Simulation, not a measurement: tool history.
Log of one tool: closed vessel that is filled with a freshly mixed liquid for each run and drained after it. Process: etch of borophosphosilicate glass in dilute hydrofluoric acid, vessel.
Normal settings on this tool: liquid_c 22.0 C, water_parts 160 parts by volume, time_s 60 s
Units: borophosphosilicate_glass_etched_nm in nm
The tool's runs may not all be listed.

run,hour,liquid_c,water_parts,time_s,"read-back film thickness of the borophosphosilicate glass reference wafer, read on the same gauge (nm)",borophosphosilicate_glass_etched_nm
1,0.0,18.5,160,70,130.00,25.30
2,38.1,24.0,160,60,130.05,26.96
3,137.4,22.0,160,60,130.01,24.10
4,208.1,22.0,160,60,129.99,24.27
5,276.6,22.0,160,60,129.98,23.96
# hour 289.3: hydrofluoric acid flow meter replaced
# hour 294.0: thermometer replaced
6,318.1,22.0,160,60,129.97,27.29
7,354.7,22.0,160,60,129.98,27.43
8,396.5,22.0,160,45,130.01,20.39
9,454.4,19.5,200,40,130.03,12.45
# hour 511.4: gauge calibrated
10,511.9,22.0,160,60,129.99,26.93
11,542.4,22.0,160,60,130.07,27.01
12,580.2,22.0,130,85,130.01,48.25
13,613.9,20.0,160,60,130.05,24.80
14,642.7,26.0,230,80,129.97,26.04
15,669.0,17.0,160,60,130.01,21.32

Branching from run 15: 4 alternative next runs. What would each branch give?
A,669.7,22.0,90,60,?,?
B,669.7,22.0,195,80,?,?
C,669.7,19.5,95,50,?,?
D,669.7,22.0,220,60,?,?

run,"read-back film thickness of the borophosphosilicate glass reference wafer, read on the same gauge (nm)",borophosphosilicate_glass_etched_nm
A,130.01,51.26
B,130.01,28.09
C,130.01,36.30
D,130.01,18.20
Without the tool's hidden state the same runs would have given:
run,borophosphosilicate_glass_etched_nm
A,54.40
B,29.81
C,38.54
D,19.32
